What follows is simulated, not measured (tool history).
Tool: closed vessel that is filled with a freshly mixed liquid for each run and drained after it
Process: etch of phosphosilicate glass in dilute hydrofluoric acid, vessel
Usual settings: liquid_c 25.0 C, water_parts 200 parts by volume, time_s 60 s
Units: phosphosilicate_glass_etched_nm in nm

run   hour  liquid_c  water_parts  time_s  wafers since the last listed run  hours since the thermometer was replaced  hours since the hydrofluoric acid flow meter was replaced  hours since the gauge calibration  read-back film thickness of the phosphosilicate glass reference wafer, read on the same gauge (nm)  phosphosilicate_glass_etched_nm
  1    0.0      25.0          200      60                                 0                                    1379.8                                                     1560.0                               34.4                                                                                              130.01                            31.56
  2    8.9      25.0          200      60                               645                                    1388.7                                                     1568.9                               43.3                                                                                              129.99                            31.32
  3   60.6      25.0          200      60                              3750                                    1440.4                                                     1620.6                               95.0                                                                                              130.00                            31.42
  4   77.3      25.0          200      60                              1211                                    1457.1                                                     1637.3                              111.7                                                                                              130.03                            31.26
  5   89.8      22.0          145      60                               906                                    1469.6                                                     1649.8                              124.2                                                                                              130.02                            41.39
  6   97.0      22.0          145      60                               522                                    1476.8                                                     1657.0                              131.4                                                                                              129.99                            41.65
  7  113.2      25.0          200      80                              1175                                    1493.0                                                     1673.2                              147.6                                                                                              130.03                            41.88
  8  126.9      21.5          200      75                               993                                    1506.7                                                     1686.9                              161.3                                                                                              129.97                            34.50
  9  135.4      25.0          225      60                               616                                    1515.2                                                     1695.4                              169.8                                                                                              130.02                            26.82
     143.5  -- hydrofluoric acid flow meter replaced
 10  144.0      25.0          295      75                               551                                    1523.8                                                        0.5                              178.4                                                                                              129.99                            27.79
 11  152.3      25.0          155      60                               602                                    1532.1                                                        8.8                              186.7                                                                                              130.04                            49.88
 12  161.2      23.5          200      60                               645                                    1541.0                                                       17.7                              195.6                                                                                              130.02                            34.82
 13  168.7      25.0          155      30                               544                                    1548.5                                                       25.2                              203.1                                                                                              129.99                            24.84
 14  180.6      23.0          200      75                               863                                    1560.4                                                       37.1                              215.0                                                                                              129.97                            42.51
 15  192.7      28.5          200      50                               877                                    1572.5                                                       49.2                              227.1                                                                                              129.99                            34.20
 16  202.5      25.0          200      60                               710                                    1582.3                                                       59.0                              236.9                                                                                              130.02                            36.62
 17  212.2      21.0          200      85                               703                                    1592.0                                                       68.7                              246.6                                                                                              129.97                            44.85
 18  220.7      27.0          130      60                               616                                    1600.5                                                       77.2                              255.1                                                                                              129.99                            66.19
 19  233.8      26.5          200      95                               950                                    1613.6                                                       90.3                              268.2                                                                                              130.03                            60.45
 20  251.8      25.0          200      50                              1305                                    1631.6                                                      108.3                              286.2                                                                                              129.98                            30.38
 21  267.3      27.0          200      35                              1124                                    1647.1                                                      123.8                              301.7                                                                                              130.00                            22.94
     270.0  -- thermometer replaced
 22  277.0      22.5          265      90                               631                                       7.0                                                      133.5                              311.4                                                                                              129.98                            32.89
 23  319.2      22.0          200      60                              3061                                      49.2                                                      175.7                              353.6                                                                                              130.01                            30.27
 24  333.8      27.0          200      60                              1059                                      63.8                                                      190.3                              368.2                                                                                              129.98                            35.87
 25  348.2      25.0          200      45                              1044                                      78.2                                                      204.7                              382.6                                                                                              130.01                            25.42
     356.1  -- gauge calibrated
 26  358.0      25.0          200      60                               710                                      88.0                                                      214.5                                1.9                                                                                              130.02                            33.60
 27  371.0      21.5          200      60                               943                                     101.0                                                      227.5                               14.9                                                                                              129.98                            29.66
 28  377.9      29.0          145      75                               500                                     107.9                                                      234.4                               21.8                                                                                              129.98                            72.08
 29  388.4      25.0          225      60                               761                                     118.4                                                      244.9                               32.3                                                                                              130.02                            28.96
 30  396.6      25.0          200      60                               594                                     126.6                                                      253.1                               40.5                                                                                              130.02                            33.77
 31  410.2      27.5          255      95                               986                                     140.2                                                      266.7                               54.1                                                                                              129.98                            43.10
 32  418.2      26.5          200      60                               580                                     148.2                                                      274.7                               62.1                                                                                              130.00                            35.33

4 ways to go on from here, each from the tool as it stands after run 32. What would each give?
  A  418.9      25.0          200      70                                50                                     148.9                                                      275.4                               62.8                                                                                                   ?                                ?
  B  418.9      23.5          250      60                                50                                     148.9                                                      275.4                               62.8                                                                                                   ?                                ?
  C  418.9      20.5          170      60                                50                                     148.9                                                      275.4                               62.8                                                                                                   ?                                ?
  D  418.9      25.0          200      30                                50                                     148.9                                                      275.4                               62.8                                                                                                   ?                                ?

run  read-back film thickness of the phosphosilicate glass reference wafer, read on the same gauge (nm)  phosphosilicate_glass_etched_nm
  A                                                                                              129.98                            39.38
  B                                                                                              129.98                            24.24
  C                                                                                              129.98                            34.66
  D                                                                                              129.98                            16.88
Without the tool's hidden state the same runs would have given:
run  phosphosilicate_glass_etched_nm
  A                            40.19
  B                            24.76
  C                            35.29
  D                            17.22
